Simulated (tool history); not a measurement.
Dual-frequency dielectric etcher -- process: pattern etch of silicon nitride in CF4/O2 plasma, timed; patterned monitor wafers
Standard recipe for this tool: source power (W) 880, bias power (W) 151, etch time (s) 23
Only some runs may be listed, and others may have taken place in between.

| run | hour | source power (W) | bias power (W) | etch time (s) | wafers since the last listed run | hours since the last wet clean | hours since the last source power generator calibration | hours since the last bias power generator calibration | hours since the last upper electrode change | hours since the gauge calibration | read-back reference wafer on the same gauge, depth_nm | mean etch depth across the wafer (Å) |
|---|---|---|---|---|---|---|---|---|---|---|---|---|
| 1 | 0 | 1020 | 151 | 23 | 0 | 0.5 | 2767.9 | 1693.3 | 2389.2 | 962.8 | 72 | 723 |
| 2 | 53.9 | 1020 | 151 | 23 | 1131 | 54.4 | 2821.8 | 1747.2 | 2443.1 | 1016.7 | 72.1 | 728 |
| 3 | 79.1 | 1020 | 151 | 23 | 528 | 79.6 | 2847 | 1772.4 | 2468.3 | 1041.9 | 72 | 727 |
| 4 | 118.9 | 880 | 127 | 23 | 835 | 119.4 | 2886.8 | 1812.2 | 2508.1 | 1081.7 | 72.1 | 580 |
| 5 | 179.6 | 880 | 151 | 23 | 1273 | 180.1 | 2947.5 | 1872.9 | 2568.8 | 1142.4 | 72 | 641 |
|  | 284.6 | upper electrode replaced |
| 6 | 285.1 | 880 | 151 | 23 | 1710 | 285.6 | 3053 | 1978.4 | 0.5 | 1247.9 | 72 | 650 |
| 7 | 305.3 | 880 | 151 | 23 | 423 | 305.8 | 3073.2 | 1998.6 | 20.7 | 1268.1 | 72 | 650 |
| 8 | 359.9 | 1030 | 151 | 25 | 1145 | 360.4 | 3127.8 | 2053.2 | 75.3 | 1322.7 | 72 | 815 |
| 9 | 396 | 1030 | 151 | 25 | 757 | 396.5 | 3163.9 | 2089.3 | 111.4 | 1358.8 | 72 | 813 |
| 10 | 458.5 | 820 | 151 | 23 | 1311 | 459 | 3226.4 | 2151.8 | 173.9 | 1421.3 | 72 | 614 |
| 11 | 503.5 | 880 | 151 | 23 | 944 | 504 | 3271.4 | 2196.8 | 218.9 | 1466.3 | 72.1 | 653 |
| 12 | 528.9 | 880 | 151 | 18.5 | 533 | 529.4 | 3296.8 | 2222.2 | 244.3 | 1491.7 | 72 | 530 |
| 13 | 600.7 | 730 | 173 | 20 | 1506 | 601.2 | 3368.6 | 2294 | 316.1 | 1563.5 | 72 | 529 |
| 14 | 630 | 680 | 130 | 29.5 | 614 | 630.5 | 3397.9 | 2323.3 | 345.4 | 1592.8 | 72 | 620 |
| 15 | 667.9 | 1090 | 151 | 27 | 795 | 668.4 | 3435.8 | 2361.2 | 383.3 | 1630.7 | 72 | 946 |
|  | 704.4 | wet clean of the chamber |
| 16 | 715.2 | 880 | 151 | 23 | 488 | 10.8 | 3483.1 | 2408.5 | 430.6 | 1678 | 72 | 634 |
| 17 | 746.8 | 940 | 151 | 26 | 663 | 42.4 | 3514.7 | 2440.1 | 462.2 | 1709.6 | 72.1 | 751 |
| 18 | 815.8 | 820 | 114 | 23 | 1448 | 111.4 | 3583.7 | 2509.1 | 531.2 | 1778.6 | 72 | 507 |
|  | 876.3 | source power generator calibrated |
|  | 877.6 | bias power generator calibrated |
|  | 962.5 | gauge calibrated |
| 19 | 971.4 | 980 | 125 | 23 | 3154 | 267 | 95.1 | 93.8 | 686.8 | 8.9 | 72 | 656 |
| 20 | 1019.7 | 880 | 151 | 23 | 1013 | 315.3 | 143.4 | 142.1 | 735.1 | 57.2 | 72 | 666 |
| 21 | 1091.1 | 880 | 151 | 23 | 1498 | 386.7 | 214.8 | 213.5 | 806.5 | 128.6 | 72 | 670 |
| 22 | 1120.5 | 880 | 151 | 23 | 616 | 416.1 | 244.2 | 242.9 | 835.9 | 158 | 72.1 | 671 |
| 23 | 1190.4 | 690 | 151 | 29.5 | 1466 | 486 | 314.1 | 312.8 | 905.8 | 227.9 | 72.1 | 694 |
| 24 | 1237.9 | 880 | 120 | 16 | 996 | 533.5 | 361.6 | 360.3 | 953.3 | 275.4 | 72 | 411 |
|  | 1322.9 | wet clean of the chamber |
| 25 | 1323.4 | 880 | 151 | 27 | 1290 | 0.5 | 447.1 | 445.8 | 1038.8 | 360.9 | 72 | 758 |
| 26 | 1331.7 | 1050 | 163 | 20 | 174 | 8.8 | 455.4 | 454.1 | 1047.1 | 369.2 | 72 | 686 |

For run 27, what comes out?
| 27 | 1401.6 | 880 | 151 | 23 | 1466 | 78.7 | 525.3 | 524 | 1117 | 439.1 | ? | ? |

Logged for run 27: read-back reference wafer on the same gauge, depth_nm 72, mean etch depth across the wafer (Å) 650.
Were there no unlogged condition in the tool, this run, its random variation unchanged, would have produced mean etch depth across the wafer (Å) 654.
